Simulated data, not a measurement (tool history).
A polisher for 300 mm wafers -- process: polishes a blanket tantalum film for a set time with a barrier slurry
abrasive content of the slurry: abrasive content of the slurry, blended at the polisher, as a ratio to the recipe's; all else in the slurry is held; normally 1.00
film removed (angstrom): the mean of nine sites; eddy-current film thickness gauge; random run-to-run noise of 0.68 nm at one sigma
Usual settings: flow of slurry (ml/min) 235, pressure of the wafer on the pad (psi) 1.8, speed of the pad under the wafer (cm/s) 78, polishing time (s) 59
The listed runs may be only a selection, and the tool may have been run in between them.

| run | hour | flow of slurry (ml/min) | pressure of the wafer on the pad (psi) | speed of the pad under the wafer (cm/s) | abrasive content of the slurry | polishing time (s) | incoming thickness of the incoming film, nm | film removed (angstrom) |
|---|---|---|---|---|---|---|---|---|
| 1 | 0.0 | 235 | 1.5 | 78 | 1.00 | 59 | 469.9 | 529 |
| 2 | 25.0 | 235 | 1.5 | 78 | 1.00 | 59 | 477.5 | 527 |
| 3 | 39.1 | 235 | 1.5 | 78 | 1.00 | 59 | 470.8 | 532 |
| 4 | 60.8 | 295 | 1.8 | 78 | 1.00 | 59 | 462.6 | 652 |
| 5 | 77.2 | 295 | 1.8 | 78 | 1.00 | 59 | 469.8 | 640 |
|  | 93.9 | worn pad replaced by a new one |
| 6 | 94.4 | 295 | 1.8 | 78 | 1.00 | 59 | 471.2 | 646 |
| 7 | 114.4 | 280 | 1.8 | 78 | 1.00 | 72 | 469.2 | 776 |
| 8 | 139.0 | 280 | 1.8 | 78 | 1.00 | 72 | 473.9 | 784 |
| 9 | 156.9 | 235 | 1.8 | 78 | 1.00 | 53 | 471.1 | 560 |
| 10 | 177.2 | 235 | 1.8 | 78 | 1.00 | 53 | 470.1 | 562 |
| 11 | 199.0 | 235 | 1.8 | 78 | 1.00 | 53 | 468.9 | 554 |
|  | 205.2 | worn pad replaced by a new one |
| 12 | 215.2 | 235 | 1.8 | 78 | 1.00 | 44 | 467.5 | 466 |
| 13 | 251.0 | 235 | 1.8 | 78 | 0.90 | 59 | 468.5 | 595 |
| 14 | 277.4 | 235 | 1.8 | 78 | 0.90 | 59 | 470.9 | 586 |
| 15 | 313.3 | 155 | 1.6 | 78 | 0.85 | 59 | 468.7 | 472 |
| 16 | 331.3 | 255 | 1.4 | 78 | 1.00 | 59 | 472.2 | 469 |
|  | 344.6 | slurry blender recalibrated |
|  | 345.8 | slurry nozzle cleaned |
|  | 346.3 | worn pad replaced by a new one |
| 17 | 357.9 | 235 | 1.8 | 78 | 0.70 | 59 | 473.8 | 569 |
| 18 | 375.6 | 235 | 1.5 | 78 | 1.00 | 59 | 478.8 | 541 |
| 19 | 396.8 | 235 | 1.8 | 78 | 1.00 | 59 | 465.2 | 636 |
| 20 | 408.9 | 235 | 1.8 | 78 | 1.00 | 59 | 466.6 | 647 |
| 21 | 422.9 | 235 | 2.3 | 78 | 1.00 | 73 | 463.4 | 1011 |
| 22 | 444.5 | 235 | 1.8 | 100 | 1.00 | 45 | 469.1 | 626 |

Run 23 is up next; what results do you expect?
|  | 450.9 | head pressure recalibrated |
| 23 | 460.2 | 290 | 1.4 | 56 | 1.00 | 45 | 467.7 | ? |

film removed (angstrom): 271
Without the tool's hidden state the same run would have given film removed (angstrom) 272.
